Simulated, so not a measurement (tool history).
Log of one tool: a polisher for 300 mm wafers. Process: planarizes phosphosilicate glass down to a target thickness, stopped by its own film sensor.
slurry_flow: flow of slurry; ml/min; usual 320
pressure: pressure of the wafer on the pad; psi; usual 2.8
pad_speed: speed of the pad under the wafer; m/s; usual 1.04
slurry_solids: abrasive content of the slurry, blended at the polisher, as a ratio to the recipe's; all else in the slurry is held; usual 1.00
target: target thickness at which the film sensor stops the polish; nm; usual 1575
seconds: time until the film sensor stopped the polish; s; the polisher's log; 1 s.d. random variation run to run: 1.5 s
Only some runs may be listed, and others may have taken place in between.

run   hour  slurry_flow  pressure  pad_speed  slurry_solids  target  wafers since the last listed run  wafers polished on this pad  hours since the slurry nozzle was cleaned  hours since the head pressure was calibrated  hours since the slurry blender was calibrated  hours since the conditioning disc was replaced  incoming thickness of the incoming film, nm  seconds
  1    0.0          320       2.8       1.04           1.00    1575                                 0                          514                                      507.7                                         296.8                                           47.8                                            96.5                                       2180.4     92.5
  2   30.5          320       2.8       1.04           1.00    1575                               282                          796                                      538.2                                         327.3                                           78.3                                           127.0                                       2207.8     98.0
      49.8  -- conditioning disc replaced and pad reconditioned
  3   56.8          320       2.8       1.04           1.00    1575                               225                         1022                                      564.5                                         353.6                                          104.6                                             7.0                                       2194.3    101.2
      88.6  -- worn pad replaced by a new one
  4  108.0          320       2.1       1.04           1.10    1575                               437                          179                                      615.7                                         404.8                                          155.8                                            58.2                                       2142.0    112.6
     129.8  -- slurry blender recalibrated
  5  132.9          320       2.8       1.04           1.20    1626                               212                          392                                      640.6                                         429.7                                            3.1                                            83.1                                       2170.1     78.1
  6  161.9          320       2.8       1.04           1.00    1575                               268                          661                                      669.6                                         458.7                                           32.1                                           112.1                                       2200.3     98.4
     199.0  -- head pressure recalibrated
     206.2  -- worn pad replaced by a new one
     209.2  -- conditioning disc replaced and pad reconditioned
  7  210.0          320       2.8       1.04           1.00    1575                               371                           16                                      717.7                                          11.0                                           80.2                                             0.8                                       2166.3    105.7
     225.7  -- slurry nozzle cleaned
     282.7  -- worn pad replaced by a new one, repeated, since the last time left the tool worse
  8  283.8          320       2.8       1.04           1.00    1519                               638                            9                                       58.1                                          84.8                                          154.0                                            74.6                                       2164.8     98.3
     316.5  -- slurry blender recalibrated
  9  321.3          320       3.7       1.04           0.80    1575                               329                          339                                       95.6                                         122.3                                            4.8                                           112.1                                       2193.8     81.8
 10  369.5          320       2.8       1.04           1.00    1575                               447                          786                                      143.8                                         170.5                                           53.0                                           160.3                                       2154.4     94.4
     380.7  -- conditioning disc replaced and pad reconditioned
     409.6  -- worn pad replaced by a new one
 11  429.5          320       3.8       1.04           1.20    1575                               500                          184                                      203.8                                         230.5                                          113.0                                            48.8                                       2124.4     57.3
 12  479.8          350       2.2       1.24           0.75    1575                               466                          651                                      254.1                                         280.8                                          163.3                                            99.1                                       2156.6    122.4
     509.4  -- slurry blender recalibrated
 13  527.5          320       2.8       0.94           1.00    1409                               423                         1075                                      301.8                                         328.5                                           18.1                                           146.8                                       2175.5    133.0
     533.3  -- conditioning disc replaced and pad reconditioned
     551.5  -- worn pad replaced by a new one
 14  593.7          320       2.8       1.04           1.00    1575                               558                          391                                      368.0                                         394.7                                           84.3                                            60.4                                       2130.1     86.2

Forecast each of these 4 alternatives for the next run:
  A  594.1          320       2.8       1.04           1.00    1575                                 3                          395                                      368.4                                         395.1                                           84.7                                            60.8                                       2184.6        ?
  B  594.1          390       2.8       0.84           1.00    1783                                 3                          395                                      368.4                                         395.1                                           84.7                                            60.8                                       2184.6        ?
  C  594.1          320       2.8       1.20           1.00    1372                                 3                          395                                      368.4                                         395.1                                           84.7                                            60.8                                       2184.6        ?
  D  594.1          320       2.8       1.16           1.20    1450                                 3                          395                                      368.4                                         395.1                                           84.7                                            60.8                                       2184.6        ?

run  seconds
  A     93.1
  B     67.3
  C    114.8
  D     97.7
What these runs would have given with no unlogged condition in the tool:
run  seconds
  A     89.9
  B     65.0
  C    110.8
  D     94.3

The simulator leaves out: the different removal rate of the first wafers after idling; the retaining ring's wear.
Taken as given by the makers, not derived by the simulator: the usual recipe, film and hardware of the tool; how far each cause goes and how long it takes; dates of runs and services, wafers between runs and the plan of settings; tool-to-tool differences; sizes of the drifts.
